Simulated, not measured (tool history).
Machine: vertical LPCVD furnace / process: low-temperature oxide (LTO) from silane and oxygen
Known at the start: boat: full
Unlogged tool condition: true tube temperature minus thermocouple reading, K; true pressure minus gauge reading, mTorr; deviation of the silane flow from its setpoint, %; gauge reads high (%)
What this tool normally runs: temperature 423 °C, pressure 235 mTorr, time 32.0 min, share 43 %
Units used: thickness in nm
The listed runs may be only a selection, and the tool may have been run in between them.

| run | hour | temperature | pressure | time | share | wafers since the last listed run | hours since the last temperature calibration | hours since the pressure gauge was zeroed | hours since the silane flow controller was replaced | hours since the gauge calibration | read-back reference wafer on the same gauge, thickness | thickness |
|---|---|---|---|---|---|---|---|---|---|---|---|---|
| 1 | 0.0 | 423 | 235 | 32.0 | 43 | 0 | 4601.0 | 3957.2 | 4048.1 | 97.8 | 410.18 | 408.99 |
| 2 | 9.1 | 423 | 235 | 32.0 | 43 | 233 | 4610.1 | 3966.3 | 4057.2 | 106.9 | 410.26 | 410.29 |
| 3 | 26.7 | 423 | 235 | 32.0 | 43 | 452 | 4627.7 | 3983.9 | 4074.8 | 124.5 | 409.86 | 409.38 |
| 4 | 41.9 | 423 | 235 | 25.5 | 43 | 390 | 4642.9 | 3999.1 | 4090.0 | 139.7 | 409.62 | 325.65 |
| 5 | 59.6 | 423 | 235 | 25.5 | 43 | 454 | 4660.6 | 4016.8 | 4107.7 | 157.4 | 409.10 | 325.28 |
| 6 | 74.5 | 423 | 235 | 25.5 | 43 | 382 | 4675.5 | 4031.7 | 4122.6 | 172.3 | 408.76 | 325.26 |
| 7 | 81.2 | 423 | 235 | 32.0 | 43 | 172 | 4682.2 | 4038.4 | 4129.3 | 179.0 | 408.67 | 407.67 |
| 8 | 95.6 | 423 | 235 | 32.0 | 43 | 370 | 4696.6 | 4052.8 | 4143.7 | 193.4 | 408.04 | 406.70 |
| 9 | 111.9 | 423 | 235 | 32.0 | 43 | 418 | 4712.9 | 4069.1 | 4160.0 | 209.7 | 407.76 | 406.86 |
|  | 141.5 | gauge calibrated |
|  | 150.6 | thermocouples replaced and temperature profile calibrated |
|  | 153.5 | silane flow controller replaced |
| 10 | 154.0 | 423 | 235 | 32.0 | 43 | 390 | 3.4 | 4111.2 | 0.5 | 12.5 | 410.92 | 410.74 |
| 11 | 157.3 | 423 | 235 | 32.0 | 43 | 84 | 6.7 | 4114.5 | 3.8 | 15.8 | 410.69 | 409.28 |
| 12 | 160.6 | 423 | 235 | 32.0 | 43 | 84 | 10.0 | 4117.8 | 7.1 | 19.1 | 410.85 | 409.12 |
| 13 | 170.3 | 419 | 235 | 32.0 | 43 | 249 | 19.7 | 4127.5 | 16.8 | 28.8 | 410.67 | 394.51 |
| 14 | 178.2 | 419 | 235 | 32.0 | 43 | 203 | 27.6 | 4135.4 | 24.7 | 36.7 | 410.57 | 394.77 |
| 15 | 187.9 | 423 | 270 | 32.0 | 43 | 249 | 37.3 | 4145.1 | 34.4 | 46.4 | 410.75 | 471.82 |
| 16 | 204.8 | 423 | 235 | 32.0 | 43 | 434 | 54.2 | 4162.0 | 51.3 | 63.3 | 410.61 | 410.36 |
| 17 | 217.0 | 423 | 235 | 32.0 | 43 | 313 | 66.4 | 4174.2 | 63.5 | 75.5 | 410.39 | 408.22 |
| 18 | 230.9 | 432 | 235 | 44.5 | 43 | 357 | 80.3 | 4188.1 | 77.4 | 89.4 | 410.03 | 621.24 |
|  | 258.2 | pressure gauge zeroed |
| 19 | 258.7 | 423 | 235 | 32.0 | 43 | 97 | 108.1 | 0.5 | 105.2 | 117.2 | 409.73 | 408.74 |
| 20 | 262.1 | 419 | 270 | 20.0 | 36 | 87 | 111.5 | 3.9 | 108.6 | 120.6 | 409.51 | 230.54 |
| 21 | 268.2 | 423 | 235 | 20.0 | 43 | 156 | 117.6 | 10.0 | 114.7 | 126.7 | 409.50 | 255.52 |
| 22 | 280.4 | 431 | 235 | 23.0 | 43 | 313 | 129.8 | 22.2 | 126.9 | 138.9 | 409.40 | 317.69 |
| 23 | 288.4 | 423 | 235 | 24.0 | 49 | 205 | 137.8 | 30.2 | 134.9 | 146.9 | 409.00 | 344.84 |
| 24 | 296.7 | 423 | 235 | 32.0 | 43 | 213 | 146.1 | 38.5 | 143.2 | 155.2 | 408.88 | 409.08 |
| 25 | 307.8 | 419 | 185 | 32.0 | 43 | 285 | 157.2 | 49.6 | 154.3 | 166.3 | 408.56 | 309.52 |
| 26 | 324.3 | 423 | 285 | 25.5 | 38 | 423 | 173.7 | 66.1 | 170.8 | 182.8 | 408.26 | 343.30 |
| 27 | 337.1 | 423 | 265 | 32.0 | 43 | 328 | 186.5 | 78.9 | 183.6 | 195.6 | 407.76 | 458.73 |
| 28 | 349.5 | 423 | 195 | 39.0 | 43 | 318 | 198.9 | 91.3 | 196.0 | 208.0 | 407.43 | 411.16 |

4 ways to go on from here, each from the tool as it stands after run 28. What would each give?
| A | 352.9 | 423 | 235 | 32.0 | 43 | 87 | 202.3 | 94.7 | 199.4 | 211.4 | ? | ? |
| B | 352.9 | 423 | 235 | 32.0 | 40 | 87 | 202.3 | 94.7 | 199.4 | 211.4 | ? | ? |
| C | 352.9 | 423 | 255 | 25.0 | 50 | 87 | 202.3 | 94.7 | 199.4 | 211.4 | ? | ? |
| D | 352.9 | 419 | 235 | 32.0 | 50 | 87 | 202.3 | 94.7 | 199.4 | 211.4 | ? | ? |

| run | read-back reference wafer on the same gauge, thickness | thickness |
|---|---|---|
| A | 407.31 | 406.13 |
| B | 407.31 | 376.05 |
| C | 407.31 | 393.22 |
| D | 407.31 | 446.78 |
With no hidden state in the tool, these same runs would have given:
| run | thickness |
|---|---|
| A | 409.69 |
| B | 379.34 |
| C | 396.66 |
| D | 450.70 |
